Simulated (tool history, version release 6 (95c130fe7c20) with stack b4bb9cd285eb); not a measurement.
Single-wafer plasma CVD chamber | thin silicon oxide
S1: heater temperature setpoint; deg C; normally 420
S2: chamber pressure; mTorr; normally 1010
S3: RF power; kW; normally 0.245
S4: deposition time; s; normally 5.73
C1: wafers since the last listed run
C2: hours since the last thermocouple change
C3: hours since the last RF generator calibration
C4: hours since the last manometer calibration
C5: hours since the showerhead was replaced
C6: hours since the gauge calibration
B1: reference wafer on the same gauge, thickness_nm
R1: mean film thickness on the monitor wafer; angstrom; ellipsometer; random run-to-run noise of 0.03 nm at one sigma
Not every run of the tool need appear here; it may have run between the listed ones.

| run | hour | S1 | S2 | S3 | S4 | C1 | C2 | C3 | C4 | C5 | C6 | B1 | R1 |
|---|---|---|---|---|---|---|---|---|---|---|---|---|---|
| 1 | 0.0 | 420 | 1010 | 0.245 | 5.73 | 0 | 2592.0 | 1603.2 | 82.5 | 269.5 | 2196.7 | 9.596 | 107.72 |
|  | 40.9 | thermocouple changed; heater temperature recalibrated |
| 2 | 41.4 | 420 | 1010 | 0.245 | 5.73 | 1834 | 0.5 | 1644.6 | 123.9 | 310.9 | 2238.1 | 9.603 | 108.13 |
| 3 | 87.0 | 420 | 1010 | 0.245 | 5.73 | 2504 | 46.1 | 1690.2 | 169.5 | 356.5 | 2283.7 | 9.613 | 107.83 |
| 4 | 141.3 | 420 | 1010 | 0.245 | 5.73 | 2981 | 100.4 | 1744.5 | 223.8 | 410.8 | 2338.0 | 9.593 | 107.89 |
| 5 | 176.8 | 415 | 1010 | 0.245 | 5.73 | 1949 | 135.9 | 1780.0 | 259.3 | 446.3 | 2373.5 | 9.592 | 107.47 |
| 6 | 232.7 | 432 | 1010 | 0.270 | 6.37 | 3069 | 191.8 | 1835.9 | 315.2 | 502.2 | 2429.4 | 9.600 | 123.09 |
| 7 | 270.9 | 406 | 1180 | 0.215 | 6.04 | 2097 | 230.0 | 1874.1 | 353.4 | 540.4 | 2467.6 | 9.598 | 121.57 |
|  | 282.2 | capacitance manometer re-zeroed and calibrated, repeated, since the last time left the tool worse |
|  | 301.4 | RF generator calibrated |
| 8 | 333.3 | 430 | 1260 | 0.230 | 6.74 | 2548 | 292.4 | 31.9 | 51.1 | 602.8 | 2530.0 | 9.606 | 145.48 |
| 9 | 368.4 | 429 | 1090 | 0.245 | 5.73 | 1927 | 327.5 | 67.0 | 86.2 | 637.9 | 2565.1 | 9.602 | 116.09 |
| 10 | 427.8 | 420 | 1010 | 0.225 | 5.73 | 3261 | 386.9 | 126.4 | 145.6 | 697.3 | 2624.5 | 9.599 | 106.50 |
| 11 | 485.1 | 420 | 760 | 0.245 | 5.18 | 3146 | 444.2 | 183.7 | 202.9 | 754.6 | 2681.8 | 9.589 | 73.41 |
|  | 528.9 | gauge calibrated |
| 12 | 555.4 | 412 | 1010 | 0.275 | 6.19 | 3860 | 514.5 | 254.0 | 273.2 | 824.9 | 26.5 | 9.596 | 126.57 |
| 13 | 582.1 | 420 | 1180 | 0.245 | 5.28 | 1466 | 541.2 | 280.7 | 299.9 | 851.6 | 53.2 | 9.605 | 114.76 |
| 14 | 648.4 | 420 | 1010 | 0.245 | 5.73 | 3640 | 607.5 | 347.0 | 366.2 | 917.9 | 119.5 | 9.598 | 110.11 |
| 15 | 694.0 | 410 | 1010 | 0.205 | 5.73 | 2504 | 653.1 | 392.6 | 411.8 | 963.5 | 165.1 | 9.593 | 101.59 |
| 16 | 727.9 | 420 | 880 | 0.285 | 5.25 | 1861 | 687.0 | 426.5 | 445.7 | 997.4 | 199.0 | 9.595 | 93.67 |
| 17 | 757.7 | 420 | 1010 | 0.245 | 5.25 | 1636 | 716.8 | 456.3 | 475.5 | 1027.2 | 228.8 | 9.592 | 100.53 |
| 18 | 807.7 | 420 | 1010 | 0.265 | 5.73 | 2745 | 766.8 | 506.3 | 525.5 | 1077.2 | 278.8 | 9.598 | 113.41 |
| 19 | 874.5 | 406 | 1010 | 0.220 | 5.73 | 3668 | 833.6 | 573.1 | 592.3 | 1144.0 | 345.6 | 9.603 | 104.45 |
| 20 | 915.1 | 420 | 1010 | 0.260 | 5.44 | 2229 | 874.2 | 613.7 | 632.9 | 1184.6 | 386.2 | 9.595 | 106.68 |
| 21 | 979.3 | 420 | 1010 | 0.245 | 5.73 | 3525 | 938.4 | 677.9 | 697.1 | 1248.8 | 450.4 | 9.599 | 109.33 |
| 22 | 1015.8 | 420 | 1110 | 0.245 | 5.73 | 2004 | 974.9 | 714.4 | 733.6 | 1285.3 | 486.9 | 9.600 | 117.27 |
| 23 | 1069.4 | 420 | 1010 | 0.275 | 5.73 | 2943 | 1028.5 | 768.0 | 787.2 | 1338.9 | 540.5 | 9.596 | 115.02 |
| 24 | 1116.7 | 425 | 1010 | 0.245 | 5.30 | 2597 | 1075.8 | 815.3 | 834.5 | 1386.2 | 587.8 | 9.600 | 100.47 |
| 25 | 1153.6 | 420 | 880 | 0.285 | 5.25 | 2026 | 1112.7 | 852.2 | 871.4 | 1423.1 | 624.7 | 9.593 | 92.88 |
| 26 | 1208.4 | 420 | 1010 | 0.245 | 5.73 | 3009 | 1167.5 | 907.0 | 926.2 | 1477.9 | 679.5 | 9.604 | 108.55 |
|  | 1240.1 | capacitance manometer re-zeroed and calibrated |
| 27 | 1250.9 | 415 | 1010 | 0.285 | 6.06 | 1894 | 1210.0 | 949.5 | 10.8 | 1520.4 | 722.0 | 9.595 | 125.91 |
| 28 | 1299.2 | 420 | 1010 | 0.245 | 5.73 | 2652 | 1258.3 | 997.8 | 59.1 | 1568.7 | 770.3 | 9.603 | 110.59 |

Give the tool's hidden conditions for every run:
wafer temperature above the value expected at the setpoint (K): 0 at every run
delivered RF power above the setpoint (%): 0 at every run
gauge reads high (%): 0 at every run
H1: true pressure above the setpoint (%)
| run | H1 |
|---|---|
| 1 | -3.16 |
| 2 | -3.26 |
| 3 | -3.36 |
| 4 | -3.49 |
| 5 | -3.57 |
| 6 | -3.69 |
| 7 | -3.78 |
| 8 | -0.00704 |
| 9 | -0.087 |
| 10 | -0.222 |
| 11 | -0.353 |
| 12 | -0.513 |
| 13 | -0.574 |
| 14 | -0.725 |
| 15 | -0.829 |
| 16 | -0.906 |
| 17 | -0.974 |
| 18 | -1.09 |
| 19 | -1.24 |
| 20 | -1.33 |
| 21 | -1.48 |
| 22 | -1.56 |
| 23 | -1.68 |
| 24 | -1.79 |
| 25 | -1.88 |
| 26 | -2 |
| 27 | 0.113 |
| 28 | 0.00281 |

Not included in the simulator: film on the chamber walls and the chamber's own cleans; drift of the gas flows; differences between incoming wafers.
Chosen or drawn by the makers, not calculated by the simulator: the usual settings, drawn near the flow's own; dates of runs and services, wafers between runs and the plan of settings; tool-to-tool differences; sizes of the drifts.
